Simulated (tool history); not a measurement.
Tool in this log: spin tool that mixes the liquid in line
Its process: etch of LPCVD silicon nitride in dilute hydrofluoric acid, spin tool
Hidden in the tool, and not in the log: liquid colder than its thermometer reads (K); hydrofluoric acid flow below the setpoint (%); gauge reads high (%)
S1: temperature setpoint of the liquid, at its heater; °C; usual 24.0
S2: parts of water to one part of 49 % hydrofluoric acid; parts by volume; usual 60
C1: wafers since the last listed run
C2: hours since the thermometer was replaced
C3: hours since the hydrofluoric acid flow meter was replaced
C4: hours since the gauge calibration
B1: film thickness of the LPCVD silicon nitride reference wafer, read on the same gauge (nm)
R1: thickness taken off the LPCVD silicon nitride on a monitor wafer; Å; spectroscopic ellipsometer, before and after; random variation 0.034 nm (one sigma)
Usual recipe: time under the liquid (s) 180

Run 1, hour 0.0: usual settings; C1 0; C2 576.6; C3 634.7; C4 657.3; B1 109.999. Result: R1 12.00 Å.
Run 2, hour 52.1: usual settings; C1 492; C2 628.7; C3 686.8; C4 709.4; B1 109.987. Result: R1 11.65 Å.
Run 3, hour 194.0: usual settings but S1 20.5 °C; C1 1342; C2 770.6; C3 828.7; C4 851.3; B1 110.004. Result: R1 9.15 Å.
Run 4, hour 265.3: usual settings but time under the liquid (s) 230; C1 674; C2 841.9; C3 900.0; C4 922.6; B1 110.012. Result: R1 15.13 Å.
Run 5, hour 330.5: usual settings but time under the liquid (s) 230; C1 616; C2 907.1; C3 965.2; C4 987.8; B1 109.992. Result: R1 14.79 Å.
Run 6, hour 381.2: usual settings but time under the liquid (s) 230; C1 479; C2 957.8; C3 1015.9; C4 1038.5; B1 109.983. Result: R1 14.58 Å.
Run 7, hour 432.6: usual settings; C1 486; C2 1009.2; C3 1067.3; C4 1089.9; B1 110.004. Result: R1 12.02 Å.
At hour 455.7: gauge calibrated.
Run 8, hour 489.4: usual settings; C1 537; C2 1066.0; C3 1124.1; C4 33.7; B1 109.998. Result: R1 11.57 Å.
Run 9, hour 541.9: usual settings; C1 496; C2 1118.5; C3 1176.6; C4 86.2; B1 110.007. Result: R1 11.43 Å.
At hour 565.5: hydrofluoric acid flow meter replaced.
Run 10, hour 590.0: usual settings but time under the liquid (s) 105; C1 445; C2 1166.6; C3 24.5; C4 134.3; B1 109.984. Result: R1 6.70 Å.
Run 11, hour 646.3: usual settings but S1 25.5 °C; C1 532; C2 1222.9; C3 80.8; C4 190.6; B1 109.997. Result: R1 12.93 Å.
Run 12, hour 684.7: usual settings but S1 25.5 °C; C1 363; C2 1261.3; C3 119.2; C4 229.0; B1 109.992. Result: R1 12.22 Å.
Run 13, hour 710.0: usual settings but S1 25.5 °C; C1 239; C2 1286.6; C3 144.5; C4 254.3; B1 110.007. Result: R1 12.25 Å.
Run 14, hour 748.3: usual settings but S2 80 parts by volume; C1 362; C2 1324.9; C3 182.8; C4 292.6; B1 109.988. Result: R1 8.65 Å.
Run 15, hour 780.9: usual settings but S2 50 parts by volume; C1 308; C2 1357.5; C3 215.4; C4 325.2; B1 110.008. Result: R1 13.59 Å.
Run 16, hour 839.1: usual settings but S2 40 parts by volume; C1 550; C2 1415.7; C3 273.6; C4 383.4; B1 110.010. Result: R1 16.43 Å.
Run 17, hour 888.0: usual settings but S1 26.0 °C, S2 85 parts by volume; C1 462; C2 1464.6; C3 322.5; C4 432.3; B1 109.998. Result: R1 8.64 Å.
Run 18, hour 935.2: usual settings; C1 446; C2 1511.8; C3 369.7; C4 479.5; B1 110.009. Result: R1 11.05 Å.
At hour 962.4: thermometer replaced.
Run 19, hour 962.9: usual settings but time under the liquid (s) 105; C1 252; C2 0.5; C3 397.4; C4 507.2; B1 109.986. Result: R1 5.57 Å.
Run 20, hour 1003.1: usual settings but S1 25.5 °C, S2 70 parts by volume, time under the liquid (s) 245; C1 380; C2 40.7; C3 437.6; C4 547.4; B1 109.981. Result: R1 12.93 Å.
Run 21, hour 1044.0: usual settings but S1 25.5 °C; C1 386; C2 81.6; C3 478.5; C4 588.3; B1 110.024. Result: R1 11.04 Å.
Run 22, hour 1069.7: usual settings but S2 75 parts by volume; C1 243; C2 107.3; C3 504.2; C4 614.0; B1 110.008. Result: R1 8.22 Å.
Run 23, hour 1117.8: usual settings but S2 40 parts by volume, time under the liquid (s) 90; C1 454; C2 155.4; C3 552.3; C4 662.1; B1 110.014. Result: R1 7.46 Å.
Run 24, hour 1188.9: usual settings but S1 22.5 °C, S2 70 parts by volume; C1 672; C2 226.5; C3 623.4; C4 733.2; B1 109.977. Result: R1 7.32 Å.
Run 25, hour 1252.3: usual settings but S1 25.5 °C, time under the liquid (s) 250; C1 599; C2 289.9; C3 686.8; C4 796.6; B1 109.994. Result: R1 15.00 Å.
At hour 1267.5: thermometer replaced, repeated, since the last time left the tool worse.
Run 26, hour 1279.1: usual settings but time under the liquid (s) 250; C1 244; C2 11.6; C3 713.6; C4 823.4; B1 109.989. Result: R1 17.12 Å.
Run 27, hour 1338.1: usual settings; C1 558; C2 70.6; C3 772.6; C4 882.4; B1 109.993. Result: R1 11.86 Å.
Run 28, hour 1382.8: usual settings; C1 422; C2 115.3; C3 817.3; C4 927.1; B1 109.973. Result: R1 12.37 Å.
Run 29, hour 1423.9: usual settings but time under the liquid (s) 110; C1 388; C2 156.4; C3 858.4; C4 968.2; B1 110.004. Result: R1 7.03 Å.
Run 30, hour 1481.2: usual settings but S1 21.0 °C, S2 35 parts by volume; C1 541; C2 213.7; C3 915.7; C4 1025.5; B1 110.001. Result: R1 16.24 Å.

How the hidden state differs across the entries between the runs, from the last listed run before each to the first after it:
Run 7 -> run 8: gauge calibrated (hour 455.7)
  liquid colder than its thermometer reads (K): 1.09 -> 1.15
  measured result minus the result with no hidden state, R1: -0.92 -> -0.94 Å
Run 9 -> run 10: hydrofluoric acid flow meter replaced (hour 565.5)
  liquid colder than its thermometer reads (K): 1.21 -> 1.26
  measured result minus the result with no hidden state, R1: -0.97 -> -0.59 Å
Run 18 -> run 19: thermometer replaced (hour 962.4)
  liquid colder than its thermometer reads (K): 1.61 -> 2.94
  measured result minus the result with no hidden state, R1: -1.27 -> -1.23 Å
Run 25 -> run 26: thermometer replaced, repeated, since the last time left the tool worse (hour 1267.5)
  liquid colder than its thermometer reads (K): 3.24 -> 0.143
  measured result minus the result with no hidden state, R1: -3.65 -> -0.16 Å
